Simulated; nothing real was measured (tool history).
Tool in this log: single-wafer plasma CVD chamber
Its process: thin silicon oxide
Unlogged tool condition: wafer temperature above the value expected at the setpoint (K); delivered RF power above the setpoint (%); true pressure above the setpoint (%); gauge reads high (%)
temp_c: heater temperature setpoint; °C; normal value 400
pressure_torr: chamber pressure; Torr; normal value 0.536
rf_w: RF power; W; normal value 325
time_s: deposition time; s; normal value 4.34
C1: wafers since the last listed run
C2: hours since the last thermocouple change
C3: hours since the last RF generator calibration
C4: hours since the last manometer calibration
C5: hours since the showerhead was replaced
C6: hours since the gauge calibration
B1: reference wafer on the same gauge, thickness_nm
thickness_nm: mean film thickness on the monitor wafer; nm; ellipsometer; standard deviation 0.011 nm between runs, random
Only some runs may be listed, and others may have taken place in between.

run 1 hour=0.0 | temp_c=400 pressure_torr=0.536 rf_w=325 time_s=4.34 | C1=0 C2=2055.9 C3=1679.4 C4=625.1 C5=5037.2 C6=2.4 | B1=5.038 | thickness_nm=5.618
run 2 hour=17.1 | temp_c=400 pressure_torr=0.536 rf_w=325 time_s=4.34 | C1=559 C2=2073.0 C3=1696.5 C4=642.2 C5=5054.3 C6=19.5 | B1=5.039 | thickness_nm=5.607
run 3 hour=33.0 | temp_c=400 pressure_torr=0.536 rf_w=325 time_s=4.34 | C1=519 C2=2088.9 C3=1712.4 C4=658.1 C5=5070.2 C6=35.4 | B1=5.042 | thickness_nm=5.628
run 4 hour=41.4 | temp_c=400 pressure_torr=0.490 rf_w=325 time_s=4.34 | C1=274 C2=2097.3 C3=1720.8 C4=666.5 C5=5078.6 C6=43.8 | B1=5.040 | thickness_nm=5.127
run 5 hour=51.4 | temp_c=400 pressure_torr=0.536 rf_w=325 time_s=4.34 | C1=326 C2=2107.3 C3=1730.8 C4=676.5 C5=5088.6 C6=53.8 | B1=5.040 | thickness_nm=5.628
run 6 hour=65.4 | temp_c=400 pressure_torr=0.536 rf_w=325 time_s=4.34 | C1=457 C2=2121.3 C3=1744.8 C4=690.5 C5=5102.6 C6=67.8 | B1=5.037 | thickness_nm=5.633
run 7 hour=79.9 | temp_c=400 pressure_torr=0.536 rf_w=305 time_s=4.34 | C1=474 C2=2135.8 C3=1759.3 C4=705.0 C5=5117.1 C6=82.3 | B1=5.040 | thickness_nm=5.408
run 8 hour=86.5 | temp_c=400 pressure_torr=0.494 rf_w=325 time_s=4.34 | C1=215 C2=2142.4 C3=1765.9 C4=711.6 C5=5123.7 C6=88.9 | B1=5.043 | thickness_nm=5.190
run 9 hour=101.0 | temp_c=400 pressure_torr=0.494 rf_w=325 time_s=4.34 | C1=474 C2=2156.9 C3=1780.4 C4=726.1 C5=5138.2 C6=103.4 | B1=5.042 | thickness_nm=5.191
run 10 hour=112.1 | temp_c=400 pressure_torr=0.494 rf_w=325 time_s=4.34 | C1=362 C2=2168.0 C3=1791.5 C4=737.2 C5=5149.3 C6=114.5 | B1=5.037 | thickness_nm=5.184
run 11 hour=129.0 | temp_c=397 pressure_torr=0.536 rf_w=325 time_s=4.34 | C1=552 C2=2184.9 C3=1808.4 C4=754.1 C5=5166.2 C6=131.4 | B1=5.041 | thickness_nm=5.642
run 12 hour=145.3 | temp_c=400 pressure_torr=0.634 rf_w=325 time_s=4.34 | C1=532 C2=2201.2 C3=1824.7 C4=770.4 C5=5182.5 C6=147.7 | B1=5.042 | thickness_nm=6.644
run 13 hour=160.8 | temp_c=400 pressure_torr=0.634 rf_w=325 time_s=4.34 | C1=506 C2=2216.7 C3=1840.2 C4=785.9 C5=5198.0 C6=163.2 | B1=5.041 | thickness_nm=6.675
run 14 hour=168.9 | temp_c=400 pressure_torr=0.634 rf_w=325 time_s=4.34 | C1=264 C2=2224.8 C3=1848.3 C4=794.0 C5=5206.1 C6=171.3 | B1=5.041 | thickness_nm=6.686
-- hour=178.9 showerhead replaced
run 15 hour=179.4 | temp_c=400 pressure_torr=0.536 rf_w=325 time_s=4.34 | C1=81 C2=2235.3 C3=1858.8 C4=804.5 C5=0.5 C6=181.8 | B1=5.045 | thickness_nm=5.651
-- hour=195.3 RF generator calibrated
run 16 hour=195.8 | temp_c=400 pressure_torr=0.536 rf_w=270 time_s=4.75 | C1=274 C2=2251.7 C3=0.5 C4=820.9 C5=16.9 C6=198.2 | B1=5.045 | thickness_nm=5.740
run 17 hour=204.5 | temp_c=400 pressure_torr=0.536 rf_w=300 time_s=4.34 | C1=284 C2=2260.4 C3=9.2 C4=829.6 C5=25.6 C6=206.9 | B1=5.039 | thickness_nm=5.655
run 18 hour=214.9 | temp_c=400 pressure_torr=0.494 rf_w=325 time_s=4.34 | C1=340 C2=2270.8 C3=19.6 C4=840.0 C5=36.0 C6=217.3 | B1=5.042 | thickness_nm=5.494
-- hour=225.7 gauge calibrated
run 19 hour=232.6 | temp_c=393 pressure_torr=0.475 rf_w=325 time_s=3.81 | C1=578 C2=2288.5 C3=37.3 C4=857.7 C5=53.7 C6=6.9 | B1=5.038 | thickness_nm=4.649
run 20 hour=247.6 | temp_c=387 pressure_torr=0.476 rf_w=265 time_s=4.08 | C1=490 C2=2303.5 C3=52.3 C4=872.7 C5=68.7 C6=21.9 | B1=5.041 | thickness_nm=4.331
-- hour=271.4 thermocouple changed; heater temperature recalibrated
run 21 hour=271.9 | temp_c=400 pressure_torr=0.426 rf_w=325 time_s=4.96 | C1=532 C2=0.5 C3=76.6 C4=897.0 C5=93.0 C6=46.2 | B1=5.039 | thickness_nm=5.392
run 22 hour=275.8 | temp_c=400 pressure_torr=0.589 rf_w=285 time_s=4.34 | C1=127 C2=4.4 C3=80.5 C4=900.9 C5=96.9 C6=50.1 | B1=5.038 | thickness_nm=5.972
-- hour=286.5 capacitance manometer re-zeroed and calibrated
run 23 hour=287.0 | temp_c=390 pressure_torr=0.502 rf_w=290 time_s=3.74 | C1=104 C2=15.6 C3=91.7 C4=0.5 C5=108.1 C6=61.3 | B1=5.043 | thickness_nm=4.324
run 24 hour=301.1 | temp_c=400 pressure_torr=0.536 rf_w=365 time_s=4.58 | C1=460 C2=29.7 C3=105.8 C4=14.6 C5=122.2 C6=75.4 | B1=5.039 | thickness_nm=6.465
run 25 hour=308.1 | temp_c=400 pressure_torr=0.449 rf_w=325 time_s=4.34 | C1=228 C2=36.7 C3=112.8 C4=21.6 C5=129.2 C6=82.4 | B1=5.041 | thickness_nm=4.802
run 26 hour=336.7 | temp_c=389 pressure_torr=0.650 rf_w=325 time_s=3.60 | C1=935 C2=65.3 C3=141.4 C4=50.2 C5=157.8 C6=111.0 | B1=5.036 | thickness_nm=5.798
run 27 hour=349.6 | temp_c=400 pressure_torr=0.406 rf_w=290 time_s=4.34 | C1=421 C2=78.2 C3=154.3 C4=63.1 C5=170.7 C6=123.9 | B1=5.042 | thickness_nm=4.007
run 28 hour=359.4 | temp_c=400 pressure_torr=0.536 rf_w=325 time_s=4.34 | C1=320 C2=88.0 C3=164.1 C4=72.9 C5=180.5 C6=133.7 | B1=5.043 | thickness_nm=5.742

Below are 4 alternative next runs, each starting from the tool's condition after run 28. Predict each:
run A hour=359.8 | temp_c=400 pressure_torr=0.536 rf_w=265 time_s=4.34 | C1=13 C2=88.4 C3=164.5 C4=73.3 C5=180.9 C6=134.1 | B1=? | thickness_nm=?
run B hour=359.8 | temp_c=400 pressure_torr=0.435 rf_w=325 time_s=4.34 | C1=13 C2=88.4 C3=164.5 C4=73.3 C5=180.9 C6=134.1 | B1=? | thickness_nm=?
run C hour=359.8 | temp_c=394 pressure_torr=0.536 rf_w=290 time_s=4.34 | C1=13 C2=88.4 C3=164.5 C4=73.3 C5=180.9 C6=134.1 | B1=? | thickness_nm=?
run D hour=359.8 | temp_c=395 pressure_torr=0.631 rf_w=365 time_s=4.90 | C1=13 C2=88.4 C3=164.5 C4=73.3 C5=180.9 C6=134.1 | B1=? | thickness_nm=?

run=A B1=5.038 thickness_nm=4.955
run=B B1=5.038 thickness_nm=4.640
run=C B1=5.038 thickness_nm=5.328
run=D B1=5.038 thickness_nm=8.137
Without the tool's unlogged condition, the same runs would have read:
run=A thickness_nm=5.002
run=B thickness_nm=4.667
run=C thickness_nm=5.372
run=D thickness_nm=8.181
